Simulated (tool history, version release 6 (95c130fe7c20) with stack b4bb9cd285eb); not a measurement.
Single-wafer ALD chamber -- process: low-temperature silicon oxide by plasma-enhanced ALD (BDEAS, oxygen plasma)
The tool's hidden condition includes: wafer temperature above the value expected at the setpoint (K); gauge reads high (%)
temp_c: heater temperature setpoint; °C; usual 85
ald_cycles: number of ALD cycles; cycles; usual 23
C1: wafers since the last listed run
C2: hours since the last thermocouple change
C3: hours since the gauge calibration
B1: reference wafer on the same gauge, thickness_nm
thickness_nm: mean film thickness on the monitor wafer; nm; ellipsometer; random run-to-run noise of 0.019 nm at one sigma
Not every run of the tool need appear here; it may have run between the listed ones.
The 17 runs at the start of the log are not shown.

{"run": 18, "hour": 455.8, "temp_c": 85, "ald_cycles": 23, "C1": 405, "C2": 1406.2, "C3": 721.8, "B1": 4.082, "thickness_nm": 3.415}
{"run": 19, "hour": 476.5, "temp_c": 92, "ald_cycles": 20, "C1": 268, "C2": 1426.9, "C3": 742.5, "B1": 4.086, "thickness_nm": 2.887}
{"run": 20, "hour": 499.6, "temp_c": 72, "ald_cycles": 21, "C1": 299, "C2": 1450, "C3": 765.6, "B1": 4.095, "thickness_nm": 3.279}
{"run": 21, "hour": 518.5, "temp_c": 85, "ald_cycles": 23, "C1": 245, "C2": 1468.9, "C3": 784.5, "B1": 4.095, "thickness_nm": 3.478}
{"hour": 526.6, "done": "gauge calibrated"}
{"run": 22, "hour": 587.8, "temp_c": 76, "ald_cycles": 27, "C1": 898, "C2": 1538.2, "C3": 61.2, "B1": 3.982, "thickness_nm": 4.017}
{"run": 23, "hour": 609.2, "temp_c": 90, "ald_cycles": 23, "C1": 277, "C2": 1559.6, "C3": 82.6, "B1": 3.984, "thickness_nm": 3.293}
{"run": 24, "hour": 630.7, "temp_c": 72, "ald_cycles": 19, "C1": 278, "C2": 1581.1, "C3": 104.1, "B1": 3.987, "thickness_nm": 2.888}
{"hour": 645.3, "done": "thermocouple changed; heater temperature recalibrated"}
{"run": 25, "hour": 646.6, "temp_c": 76, "ald_cycles": 23, "C1": 102, "C2": 1.3, "C3": 120, "B1": 3.992, "thickness_nm": 3.457}
{"run": 26, "hour": 751.7, "temp_c": 85, "ald_cycles": 23, "C1": 1362, "C2": 106.4, "C3": 225.1, "B1": 3.989, "thickness_nm": 3.327}
{"run": 27, "hour": 764.8, "temp_c": 85, "ald_cycles": 23, "C1": 169, "C2": 119.5, "C3": 238.2, "B1": 3.992, "thickness_nm": 3.385}

The next listed run, before its measurement:
{"run": 28, "hour": 792.4, "temp_c": 99, "ald_cycles": 20, "C1": 357, "C2": 147.1, "C3": 265.8, "B1": "?", "thickness_nm": "?"}

B1: 4.001
thickness_nm: 2.79 nm
Had the tool carried no hidden state, the very same run would have given thickness_nm 2.78 nm.
